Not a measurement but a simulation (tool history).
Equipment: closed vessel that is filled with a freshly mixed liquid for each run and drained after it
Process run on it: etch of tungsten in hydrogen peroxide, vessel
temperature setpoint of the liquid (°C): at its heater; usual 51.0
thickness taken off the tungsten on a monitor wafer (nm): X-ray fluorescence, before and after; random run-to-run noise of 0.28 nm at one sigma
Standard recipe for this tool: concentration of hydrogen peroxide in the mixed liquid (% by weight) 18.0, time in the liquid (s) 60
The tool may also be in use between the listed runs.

run    hour  temperature setpoint of the liquid (°C)  concentration of hydrogen peroxide in the mixed liquid (% by weight)  time in the liquid (s)  read-back film thickness of the tungsten reference wafer, read on the same gauge (nm)  thickness taken off the tungsten on a monitor wafer (nm)
  1     0.0                                     51.0                                                                  19.5                      60                                                                                 140.01                                                     52.77
  2    68.7                                     51.0                                                                  18.0                      60                                                                                 140.03                                                     50.77
      171.5  -- thermometer replaced
  3   210.9                                     51.0                                                                  18.0                      60                                                                                 139.97                                                     50.91
  4   265.1                                     51.0                                                                  18.0                      60                                                                                 139.98                                                     50.81
  5   334.8                                     51.0                                                                  18.0                      60                                                                                 139.97                                                     51.01
  6   400.3                                     51.0                                                                  18.0                      60                                                                                 140.01                                                     51.09
  7   438.3                                     51.0                                                                  18.0                      60                                                                                 139.98                                                     50.42
  8   501.7                                     51.0                                                                  18.0                      60                                                                                 139.99                                                     50.36
      652.8  -- peroxide flow meter replaced
      663.2  -- new drum of peroxide connected
  9   667.5                                     51.0                                                                  20.0                      60                                                                                 139.99                                                     52.94
 10   726.1                                     51.0                                                                  20.0                      60                                                                                 140.01                                                     53.05
 11   791.2                                     54.0                                                                  14.5                      35                                                                                 140.00                                                     31.64
 12   846.2                                     56.5                                                                  18.0                      35                                                                                 139.96                                                     40.96
 13   884.2                                     47.5                                                                  14.5                      60                                                                                 139.99                                                     35.85
 14   929.8                                     41.5                                                                  23.0                      35                                                                                 140.01                                                     18.32
 15   978.0                                     57.5                                                                  15.5                      75                                                                                 139.98                                                     85.51
     1015.0  -- gauge calibrated
 16  1039.5                                     51.0                                                                  18.0                      30                                                                                 140.00                                                     24.83
 17  1085.6                                     51.0                                                                  18.0                      60                                                                                 139.98                                                     50.02
 18  1211.6                                     51.0                                                                  15.5                      70                                                                                 139.99                                                     54.21
     1265.7  -- thermometer replaced
 19  1282.4                                     51.0                                                                  18.0                      60                                                                                 139.96                                                     50.26
 20  1327.3                                     54.0                                                                  18.0                      60                                                                                 140.00                                                     59.38
     1339.7  -- new drum of peroxide connected
 21  1393.7                                     51.0                                                                  16.0                      75                                                                                 140.00                                                     61.38
 22  1422.1                                     51.0                                                                  21.0                      70                                                                                 139.97                                                     65.55
     1464.7  -- peroxide flow meter replaced
 23  1472.3                                     51.0                                                                  18.0                      60                                                                                 140.03                                                     50.50
 24  1512.2                                     51.0                                                                  15.5                      30                                                                                 140.00                                                     23.16
 25  1562.8                                     42.5                                                                  18.0                      40                                                                                 139.97                                                     19.59
 26  1627.0                                     42.0                                                                  13.5                      60                                                                                 140.00                                                     24.63
 27  1658.6                                     51.0                                                                  18.0                      60                                                                                 139.97                                                     49.40
 28  1723.7                                     47.0                                                                  21.5                      35                                                                                 140.04                                                     24.96
 29  1750.0                                     59.5                                                                  22.0                      85                                                                                 139.99                                                    128.36
 30  1776.3                                     51.0                                                                  18.0                      60                                                                                 139.99                                                     49.88
 31  1845.4                                     51.0                                                                  18.0                      60                                                                                 140.01                                                     50.08

3 ways to go on from here, each from the tool as it stands after run 31. What would each give?
  A  1846.1                                     51.0                                                                  18.0                      60                                                                                      ?                                                         ?
  B  1846.1                                     41.5                                                                  20.5                      60                                                                                      ?                                                         ?
  C  1846.1                                     51.0                                                                  12.5                      70                                                                                      ?                                                         ?

run  read-back film thickness of the tungsten reference wafer, read on the same gauge (nm)  thickness taken off the tungsten on a monitor wafer (nm)
  A                                                                                 139.99                                                     49.73
  B                                                                                 139.99                                                     29.28
  C                                                                                 139.99                                                     48.34
With the hidden condition removed and each run's random variation left untouched, the same runs would have given:
run  thickness taken off the tungsten on a monitor wafer (nm)
  A                                                     50.32
  B                                                     29.63
  C                                                     48.92

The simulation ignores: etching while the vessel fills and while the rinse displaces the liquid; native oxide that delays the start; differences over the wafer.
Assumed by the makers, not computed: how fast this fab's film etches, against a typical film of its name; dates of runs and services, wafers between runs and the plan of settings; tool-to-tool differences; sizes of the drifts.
